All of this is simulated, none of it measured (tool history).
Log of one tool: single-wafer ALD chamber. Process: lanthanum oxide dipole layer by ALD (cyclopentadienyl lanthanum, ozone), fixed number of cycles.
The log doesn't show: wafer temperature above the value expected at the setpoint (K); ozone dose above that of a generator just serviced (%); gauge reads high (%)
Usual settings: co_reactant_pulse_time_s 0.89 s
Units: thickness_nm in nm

run	hour	co_reactant_pulse_time_s	wafers since the last listed run	hours since the last thermocouple change	hours since the last ozone generator service	hours since the showerhead was replaced	hours since the gauge calibration	read-back reference wafer on the same gauge, thickness_nm	thickness_nm
1	0	0.89	0	1334.9	836.5	6323	217.9	0.5	0.444
2	9.5	1.1	184	1344.4	846	6332.5	227.4	0.5	0.474
3	27.9	1.1	358	1362.8	864.4	6350.9	245.8	0.499	0.477
4	43	1.1	293	1377.9	879.5	6366	260.9	0.5	0.475
5	49.8	0.65	132	1384.7	886.3	6372.8	267.7	0.5	0.391
6	59.5	0.65	188	1394.4	896	6382.5	277.4	0.5	0.389
7	72.3	0.65	249	1407.2	908.8	6395.3	290.2	0.499	0.391
8	87	0.68	286	1421.9	923.5	6410	304.9	0.5	0.396
9	102.1	0.68	293	1437	938.6	6425.1	320	0.5	0.396
10	112.6	0.89	204	1447.5	949.1	6435.6	330.5	0.5	0.437
# hour 125.8: gauge calibrated
11	126.8	0.89	276	1461.7	963.3	6449.8	1	0.5	0.435
12	137.4	0.89	206	1472.3	973.9	6460.4	11.6	0.5	0.434
13	151.6	0.89	276	1486.5	988.1	6474.6	25.8	0.5	0.434
14	165.8	0.89	276	1500.7	1002.3	6488.8	40	0.499	0.434
15	172.5	0.89	130	1507.4	1009	6495.5	46.7	0.5	0.432
# hour 189.6: showerhead replaced
16	190.1	1.06	186	1525	1026.6	0.5	64.3	0.5	0.46
17	194.9	0.55	93	1529.8	1031.4	5.3	69.1	0.5	0.355
18	201.4	0.75	126	1536.3	1037.9	11.8	75.6	0.5	0.404
19	208	1.16	128	1542.9	1044.5	18.4	82.2	0.5	0.472
# hour 225.2: ozone generator serviced
20	225.7	1.02	188	1560.6	0.5	36.1	99.9	0.5	0.486
# hour 235.2: thermocouple changed; heater temperature recalibrated
21	235.7	1.15	38	0.5	10.5	46.1	109.9	0.5	0.504
22	278.3	0.89	829	43.1	53.1	88.7	152.5	0.5	0.468
23	292.4	0.71	274	57.2	67.2	102.8	166.6	0.5	0.433
24	302	1.05	186	66.8	76.8	112.4	176.2	0.5	0.489
25	315.5	1.13	262	80.3	90.3	125.9	189.7	0.5	0.5
26	330.5	0.99	292	95.3	105.3	140.9	204.7	0.5	0.481
27	345.4	1.14	290	110.2	120.2	155.8	219.6	0.5	0.499
28	352	0.68	128	116.8	126.8	162.4	226.2	0.5	0.426

Hidden state at the last listed run before each entry between runs and at the first one after, where it differs:
Between runs 10 and 11: gauge calibrated (hour 125.8)
  ozone dose above that of a generator just serviced (%): -20.7 -> -21.2
  measured less the result without the state, thickness_nm: -0.034 -> -0.035 nm
Between runs 15 and 16: showerhead replaced (hour 189.6)
  ozone dose above that of a generator just serviced (%): -22.9 -> -23.6
  measured less the result without the state, thickness_nm: -0.038 -> -0.036 nm
Between runs 19 and 20: ozone generator serviced (hour 225.2)
  ozone dose above that of a generator just serviced (%): -24.3 -> -2.92
  measured less the result without the state, thickness_nm: -0.034 -> -0.004 nm
Between runs 20 and 21: thermocouple changed; heater temperature recalibrated (hour 235.2)
  no hidden state differs between the two runs
  measured less the result without the state, thickness_nm: -0.004 -> -0.004 nm

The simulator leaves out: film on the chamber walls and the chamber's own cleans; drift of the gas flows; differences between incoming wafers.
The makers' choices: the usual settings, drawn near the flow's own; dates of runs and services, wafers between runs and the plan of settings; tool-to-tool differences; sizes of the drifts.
